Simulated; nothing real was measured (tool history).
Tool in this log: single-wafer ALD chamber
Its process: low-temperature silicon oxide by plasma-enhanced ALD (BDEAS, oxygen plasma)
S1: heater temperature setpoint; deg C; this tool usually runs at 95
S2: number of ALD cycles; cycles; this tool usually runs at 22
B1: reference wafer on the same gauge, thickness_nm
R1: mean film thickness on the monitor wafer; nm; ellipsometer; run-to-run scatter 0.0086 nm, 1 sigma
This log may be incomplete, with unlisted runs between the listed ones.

Run 1, hour 0: usual settings but S2 24 cycles; B1 3.653. Result: R1 3.749 nm.
Run 2, hour 14.4: usual settings but S2 24 cycles; B1 3.649. Result: R1 3.767 nm.
Run 3, hour 31.6: usual settings but S2 24 cycles; B1 3.65. Result: R1 3.766 nm.
Run 4, hour 48.5: usual settings but S2 19 cycles; B1 3.646. Result: R1 2.978 nm.
Run 5, hour 65.7: usual settings but S2 19 cycles; B1 3.648. Result: R1 2.969 nm.
Run 6, hour 82.6: usual settings but S2 25 cycles; B1 3.651. Result: R1 3.918 nm.
Run 7, hour 97.7: usual settings but S2 25 cycles; B1 3.651. Result: R1 3.913 nm.
Run 8, hour 111.9: usual settings but S2 25 cycles; B1 3.651. Result: R1 3.906 nm.
Run 9, hour 120.2: usual settings but S1 105 deg C, S2 20 cycles; B1 3.65. Result: R1 3.052 nm.
At hour 128.2: gauge calibrated.
Run 10, hour 137.7: usual settings but S1 105 deg C, S2 20 cycles; B1 3.646. Result: R1 3.037 nm.
Run 11, hour 152: usual settings; B1 3.65. Result: R1 3.442 nm.
Run 12, hour 158.9: usual settings; B1 3.651. Result: R1 3.439 nm.
Run 13, hour 183.6: usual settings but S1 104 deg C, S2 19 cycles; B1 3.651. Result: R1 2.908 nm.
Run 14, hour 194.7: usual settings but S1 104 deg C, S2 19 cycles; B1 3.645. Result: R1 2.911 nm.
Run 15, hour 203.2: usual settings but S1 105 deg C, S2 19 cycles; B1 3.652. Result: R1 2.908 nm.
At hour 212.3: thermocouple changed; heater temperature recalibrated.
Run 16, hour 216.4: usual settings but S2 18 cycles; B1 3.651. Result: R1 2.833 nm.
Run 17, hour 227.4: usual settings but S1 83 deg C, S2 23 cycles; B1 3.653. Result: R1 3.734 nm.
Run 18, hour 234.4: usual settings; B1 3.649. Result: R1 3.427 nm.
Run 19, hour 248.3: usual settings; B1 3.652. Result: R1 3.432 nm.
Run 20, hour 256.6: usual settings but S1 108 deg C, S2 24 cycles; B1 3.649. Result: R1 3.655 nm.
Run 21, hour 266.9: usual settings; B1 3.649. Result: R1 3.441 nm.
Run 22, hour 283: usual settings; B1 3.648. Result: R1 3.443 nm.
Run 23, hour 298.7: usual settings; B1 3.649. Result: R1 3.44 nm.
Run 24, hour 309: usual settings but S1 104 deg C, S2 24 cycles; B1 3.651. Result: R1 3.666 nm.
Run 25, hour 321.1: usual settings but S1 86 deg C, S2 21 cycles; B1 3.651. Result: R1 3.377 nm.
Run 26, hour 337: usual settings but S2 23 cycles; B1 3.65. Result: R1 3.612 nm.
Run 27, hour 355: usual settings but S1 91 deg C, S2 20 cycles; B1 3.65. Result: R1 3.158 nm.
Run 28, hour 361.3: usual settings; B1 3.652. Result: R1 3.454 nm.

Give the tool's hidden conditions for every run:
wafer temperature above the value expected at the setpoint (K): 0 in every run
gauge reads high (%): 0 in every run
